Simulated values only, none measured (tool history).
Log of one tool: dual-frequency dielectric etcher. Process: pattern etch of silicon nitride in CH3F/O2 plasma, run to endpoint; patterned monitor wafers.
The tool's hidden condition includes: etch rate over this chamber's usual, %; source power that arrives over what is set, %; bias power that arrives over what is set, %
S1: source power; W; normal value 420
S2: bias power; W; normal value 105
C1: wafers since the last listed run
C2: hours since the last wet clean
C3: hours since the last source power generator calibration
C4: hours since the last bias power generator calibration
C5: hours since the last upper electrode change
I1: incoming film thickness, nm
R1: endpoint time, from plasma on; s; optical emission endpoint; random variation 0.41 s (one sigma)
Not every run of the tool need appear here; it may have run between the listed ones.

| run | hour | S1 | S2 | C1 | C2 | C3 | C4 | C5 | I1 | R1 |
|---|---|---|---|---|---|---|---|---|---|---|
| 1 | 0 | 420 | 105 | 0 | 332.6 | 2484.8 | 2243.7 | 6020 | 64.2 | 65.4 |
| 2 | 8.2 | 420 | 105 | 48 | 340.8 | 2493 | 2251.9 | 6028.2 | 64.6 | 66.4 |
| 3 | 18.4 | 420 | 105 | 60 | 351 | 2503.2 | 2262.1 | 6038.4 | 64.7 | 66.2 |
| 4 | 26.9 | 420 | 105 | 50 | 359.5 | 2511.7 | 2270.6 | 6046.9 | 63.8 | 64.8 |
| 5 | 35.8 | 360 | 98 | 52 | 368.4 | 2520.6 | 2279.5 | 6055.8 | 64.1 | 71.3 |
| 6 | 51.4 | 360 | 98 | 92 | 384 | 2536.2 | 2295.1 | 6071.4 | 63.7 | 71.4 |
| 7 | 60.7 | 400 | 96 | 55 | 393.3 | 2545.5 | 2304.4 | 6080.7 | 64.7 | 70.3 |
| 8 | 70.2 | 420 | 105 | 56 | 402.8 | 2555 | 2313.9 | 6090.2 | 64.4 | 66.5 |
| 9 | 83.5 | 420 | 105 | 78 | 416.1 | 2568.3 | 2327.2 | 6103.5 | 64 | 65.8 |
|  | 120.8 | wet clean of the chamber |
| 10 | 121.3 | 450 | 105 | 81 | 0.5 | 2606.1 | 2365 | 6141.3 | 63.7 | 61.4 |
| 11 | 129.5 | 450 | 105 | 48 | 8.7 | 2614.3 | 2373.2 | 6149.5 | 63.7 | 61.7 |
|  | 144.9 | bias power generator calibrated |
| 12 | 145.4 | 390 | 97 | 70 | 24.6 | 2630.2 | 0.5 | 6165.4 | 64.2 | 67.6 |
| 13 | 154.7 | 350 | 125 | 55 | 33.9 | 2639.5 | 9.8 | 6174.7 | 64.2 | 62.5 |

Run 14, settings as shown, results not yet in. Your forecast:
|  | 181.1 | upper electrode replaced |
|  | 184.9 | source power generator calibrated |
| 14 | 185.4 | 420 | 125 | 17 | 64.6 | 0.5 | 40.5 | 4.3 | 64.6 | ? |

{"run 14": {"R1": 58.6}}
Had the tool carried no hidden state, the very same run would have given R1 57.9 s.
